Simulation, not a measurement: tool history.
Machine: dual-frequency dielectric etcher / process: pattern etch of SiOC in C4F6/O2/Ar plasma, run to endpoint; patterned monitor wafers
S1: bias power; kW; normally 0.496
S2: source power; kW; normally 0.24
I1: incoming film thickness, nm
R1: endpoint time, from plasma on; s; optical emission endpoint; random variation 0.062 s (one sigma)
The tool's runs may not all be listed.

{"run": 1, "hour": 0.0, "S1": 0.569, "S2": 0.24, "I1": 48.18, "R1": 18.3}
{"run": 2, "hour": 34.4, "S1": 0.569, "S2": 0.24, "I1": 48.53, "R1": 18.3}
{"run": 3, "hour": 49.1, "S1": 0.496, "S2": 0.28, "I1": 48.64, "R1": 18}
{"run": 4, "hour": 72.2, "S1": 0.496, "S2": 0.28, "I1": 48.63, "R1": 17.9}
{"run": 5, "hour": 97.3, "S1": 0.496, "S2": 0.28, "I1": 48.88, "R1": 18}
{"run": 6, "hour": 129.4, "S1": 0.431, "S2": 0.22, "I1": 48.75, "R1": 20.3}
{"run": 7, "hour": 161.8, "S1": 0.431, "S2": 0.22, "I1": 48.25, "R1": 20.8}
{"run": 8, "hour": 162.1, "S1": 0.431, "S2": 0.22, "I1": 48.57, "R1": 20.8}
{"run": 9, "hour": 186.6, "S1": 0.496, "S2": 0.24, "I1": 48.84, "R1": 19.5}
{"run": 10, "hour": 217.9, "S1": 0.496, "S2": 0.24, "I1": 48.92, "R1": 19.5}
{"run": 11, "hour": 231.0, "S1": 0.496, "S2": 0.24, "I1": 48.85, "R1": 19.4}
{"run": 12, "hour": 265.4, "S1": 0.496, "S2": 0.24, "I1": 48.86, "R1": 19.4}
{"run": 13, "hour": 296.1, "S1": 0.395, "S2": 0.3, "I1": 48.09, "R1": 18.4}
{"run": 14, "hour": 315.4, "S1": 0.414, "S2": 0.26, "I1": 48.54, "R1": 19.5}
{"run": 15, "hour": 328.8, "S1": 0.496, "S2": 0.24, "I1": 48.64, "R1": 19.3}
{"run": 16, "hour": 361.3, "S1": 0.585, "S2": 0.29, "I1": 48.94, "R1": 17.3}
{"run": 17, "hour": 390.1, "S1": 0.433, "S2": 0.21, "I1": 48.99, "R1": 20.9}
{"run": 18, "hour": 421.0, "S1": 0.496, "S2": 0.24, "I1": 48.65, "R1": 19.2}
{"run": 19, "hour": 448.4, "S1": 0.601, "S2": 0.24, "I1": 48.12, "R1": 18}
{"run": 20, "hour": 473.0, "S1": 0.437, "S2": 0.28, "I1": 48.88, "R1": 18.6}

Not shown here: 4 entries made in the log between runs. Locate each between two listed runs and compare the hidden state at the listed run before it with the hidden state at the listed run after it:
In the gap between runs 6 and 7: wet clean of the chamber (hour 161.3)
  etch rate over this chamber's usual, %: 2.84 -> 0.0671
  measured minus no-state result, R1: -0.6 -> +0 s
In the gap between runs 9 and 10: source power generator calibrated (hour 197.4); bias power generator calibrated (hour 204.2)
  etch rate over this chamber's usual, %: 0.221 -> 0.416
  measured minus no-state result, R1: +0 -> -0.1 s
In the gap between runs 12 and 13: upper electrode replaced (hour 295.6)
  etch rate over this chamber's usual, %: 0.712 -> 0.903
  measured minus no-state result, R1: -0.1 -> -0.2 s
